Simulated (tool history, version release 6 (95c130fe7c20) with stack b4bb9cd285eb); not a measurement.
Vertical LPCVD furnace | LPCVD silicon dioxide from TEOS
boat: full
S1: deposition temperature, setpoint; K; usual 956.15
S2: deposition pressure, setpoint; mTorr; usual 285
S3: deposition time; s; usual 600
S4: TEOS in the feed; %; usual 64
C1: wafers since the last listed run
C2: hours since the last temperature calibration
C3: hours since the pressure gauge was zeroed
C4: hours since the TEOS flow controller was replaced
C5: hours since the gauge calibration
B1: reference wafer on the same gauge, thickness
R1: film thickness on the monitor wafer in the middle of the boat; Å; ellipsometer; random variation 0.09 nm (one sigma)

run   hour      S1   S2   S3  S4    C1      C2      C3      C4     C5     B1     R1
  1      0  956.15  265  600  64     0  1140.9  2102.9  6034.3  152.5  42.99  442.6
  2   33.9  956.15  265  600  64   449  1174.8  2136.8  6068.2  186.4  42.98  441.4
  3   59.1  956.15  265  600  64   333    1200    2162  6093.4  211.6  42.97  441.6
  4  105.9  956.15  285  600  70   620  1246.8  2208.8  6140.2  258.4     43  480.7
  5  148.3  956.15  285  600  70   561  1289.2  2251.2  6182.6  300.8     43  481.6
  6  191.2  956.15  285  600  64   568  1332.1  2294.1  6225.5  343.7  43.01  459.5
  7  253.9  956.15  285  600  64   830  1394.8  2356.8  6288.2  406.4  42.99  460.9
  8  301.6  953.15  285  600  64   631  1442.5  2404.5  6335.9  454.1     43  428.4
       428  -- pressure gauge zeroed
  9  467.7  953.15  285  600  64  1882  1608.6    39.7    6502  620.2  43.01  438.9
     498.6  -- TEOS flow controller replaced
 10  507.5  956.15  285  600  64   209  1648.4    79.5     8.9    660     43    473
     532.7  -- gauge calibrated
 11  555.2  956.15  245  420  69   631  1696.1   127.2    56.6   22.5     43  317.1
 12  584.1  945.15  250  750  76   382    1725   156.1    85.5   51.4     43  459.5
     620.1  -- thermocouples replaced and temperature profile calibrated
 13  651.3  953.15  230  390  51   572    31.2   223.3   152.7  118.6  43.01  223.4
 14  707.9  956.15  285  600  64   749    87.8   279.9   209.3  175.2     43  462.4
 15  772.8  956.15  250  600  64   859   152.7   344.8   274.2  240.1  43.01  431.5
 16  802.7  964.15  285  720  64   396   182.6   374.7   304.1    270     43  669.3
 17  846.9  956.15  325  600  70   585   226.8   418.9   348.3  314.2  42.99  515.6
 18  909.9  956.15  230  780  64   834   289.8   481.9   411.3  377.2  43.01  536.4

Forecast each of these 4 alternatives for the next run:
  A  914.3  967.15  285  600  64  58  294.2  486.3  415.7  381.6   ?   ?
  B  914.3  966.15  285  600  64  58  294.2  486.3  415.7  381.6   ?   ?
  C  914.3  956.15  315  450  64  58  294.2  486.3  415.7  381.6   ?   ?
  D  914.3  956.15  305  600  54  58  294.2  486.3  415.7  381.6   ?   ?

run  B1     R1
  A  43  599.1
  B  43  585.1
  C  43    364
  D  43  438.5
Without the tool's hidden state the same runs would have given:
run     R1
  A  605.1
  B    591
  C  367.1
  D  442.4

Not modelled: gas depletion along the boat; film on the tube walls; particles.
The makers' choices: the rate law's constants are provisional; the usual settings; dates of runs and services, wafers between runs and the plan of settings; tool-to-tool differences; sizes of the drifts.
